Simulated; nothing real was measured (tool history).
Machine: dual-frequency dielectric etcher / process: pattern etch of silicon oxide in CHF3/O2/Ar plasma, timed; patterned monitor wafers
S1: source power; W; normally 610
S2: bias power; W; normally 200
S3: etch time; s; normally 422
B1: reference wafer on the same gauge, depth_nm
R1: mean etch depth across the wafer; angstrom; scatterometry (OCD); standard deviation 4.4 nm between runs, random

run     day   S1   S2     S3     B1     R1
  1       0  610  200    422  783.7   9326
      0.371  -- wet clean of the chamber
  2   2.083  610  215  354.5  782.5   7822
  3    4.15  610  215  354.5    785   7875
  4   5.342  610  200    422  782.9   9097
  5   6.521  610  200    422  783.9   9161
  6   8.208  610  200    422  782.6   9086
  7  10.967  610  200    422  783.1   9175
  8  13.279  610  200    422  784.9   9310
     15.792  -- gauge calibrated
  9  17.596  610  200    422  783.7   9325
 10  20.204  610  200    422  783.5   9337
 11  22.254  610  213    422  784.2   9677
 12  24.675  610  213    422    783   9645
     24.946  -- bias power generator calibrated
 13  27.654  530  154    370  782.7   7163
     28.325  -- source power generator calibrated
     29.058  -- wet clean of the chamber
 14  29.962  560  219  304.5  783.5   6623
     31.725  -- upper electrode replaced
 15  31.746  550  240    327  784.4   7281
 16  32.375  610  200    422  784.4   9181
 17  34.696  610  200    422  783.2   9183
 18  36.729  610  200    422  784.2   9213
 19  39.608  710  200    422  784.6   9750
 20  41.533  610  200    422    782   9391
 21  43.771  520  200    377  783.9   7839
 22  45.258  610  200  330.5  783.2   7349
 23  46.283  680  243    535  784.6  13272
 24  49.042  610  200    422  783.2   9419

What the log doesn't show, run by run:
source power that arrives over what is set, %: 0 on each run
bias power that arrives over what is set, %: 0 on each run
gauge reads high (%): 0 on each run
H1: etch rate over this chamber's usual, %
run     H1
  1   3.63
  2  0.252
  3  0.562
  4  0.741
  5  0.919
  6   1.17
  7   1.59
  8   1.93
  9   2.58
 10   2.97
 11   3.28
 12   3.65
 13   4.09
 14  0.585
 15  0.853
 16  0.948
 17    1.3
 18    1.6
 19   2.03
 20   2.32
 21   2.66
 22   2.88
 23   3.04
 24   3.45
